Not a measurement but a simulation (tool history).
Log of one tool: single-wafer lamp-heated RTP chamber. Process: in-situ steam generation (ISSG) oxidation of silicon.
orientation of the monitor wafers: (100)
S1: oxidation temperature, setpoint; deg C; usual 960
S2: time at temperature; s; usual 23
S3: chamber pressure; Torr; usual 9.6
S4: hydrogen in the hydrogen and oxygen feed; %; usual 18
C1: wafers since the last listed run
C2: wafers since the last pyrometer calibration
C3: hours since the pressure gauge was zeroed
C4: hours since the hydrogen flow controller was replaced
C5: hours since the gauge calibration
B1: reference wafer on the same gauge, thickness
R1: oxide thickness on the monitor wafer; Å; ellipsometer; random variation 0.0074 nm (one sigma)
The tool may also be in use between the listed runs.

run	hour	S1	S2	S3	S4	C1	C2	C3	C4	C5	B1	R1
1	0	960	30	9.6	18	0	3452	2652.3	3365.3	547.4	4.219	55.66
2	31.3	960	30	9.6	18	242	3694	2683.6	3396.6	578.7	4.222	55.92
3	91.6	960	30	9.6	18	467	4162	2743.9	3456.9	639	4.22	55.9
4	161.9	960	23	9.6	18	545	4707	2814.2	3527.2	709.3	4.222	49.44
5	229.7	960	23	9.6	18	525	5233	2882	3595	777.1	4.22	49.52
# hour 381.3: pyrometer window cleaned and pyrometer calibrated
6	414	960	23	9.6	18	1367	253	3066.3	3779.3	961.4	4.22	49.16
7	492.3	960	23	9.6	18	607	860	3144.6	3857.6	1039.7	4.22	49.48
8	524.4	960	23	9.6	18	248	1109	3176.7	3889.7	1071.8	4.221	49.34
9	579.2	960	23	9.6	18	425	1534	3231.5	3944.5	1126.6	4.221	49.37
10	622.8	960	23	9.6	11	338	1872	3275.1	3988.1	1170.2	4.221	44.85
# hour 626.4: gauge calibrated
11	687.5	960	28	10.2	18	501	2374	3339.8	4052.8	61.1	4.221	53.57
12	751.8	960	23	9.6	18	498	2873	3404.1	4117.1	125.4	4.22	49.46
13	783.5	960	23	9.6	12	245	3119	3435.8	4148.8	157.1	4.22	45.52
# hour 793.3: hydrogen flow controller replaced
14	829.7	977	23	10.1	12	296	3415	3482	36.4	203.3	4.221	48.01
# hour 879.5: pressure gauge zeroed
15	880	968	23	9.6	18	328	3743	0.5	86.7	253.6	4.221	50.97
16	945.7	970	23	9.6	18	509	4253	66.2	152.4	319.3	4.219	51.22
17	981.7	974	23	9.6	18	279	4532	102.2	188.4	355.3	4.221	52.18
18	1006.9	944	23	9.6	27	195	4727	127.4	213.6	380.5	4.219	51.35
19	1061.5	960	15	9.6	11	423	5151	182	268.2	435.1	4.221	37.39
20	1106.1	960	23	9.6	18	345	5497	226.6	312.8	479.7	4.221	49.69

3 ways to go on from here, each from the tool as it stands after run 20. What would each give?
A	1106.6	967	23	9.6	18	3	5501	227.1	313.3	480.2	?	?
B	1106.6	951	20	8.6	13	3	5501	227.1	313.3	480.2	?	?
C	1106.6	972	23	9.6	18	3	5501	227.1	313.3	480.2	?	?

run	B1	R1
A	4.219	51.05
B	4.219	43.01
C	4.219	51.96
Without the tool's hidden state the same runs would have given:
run	R1
A	50.51
B	42.63
C	51.4
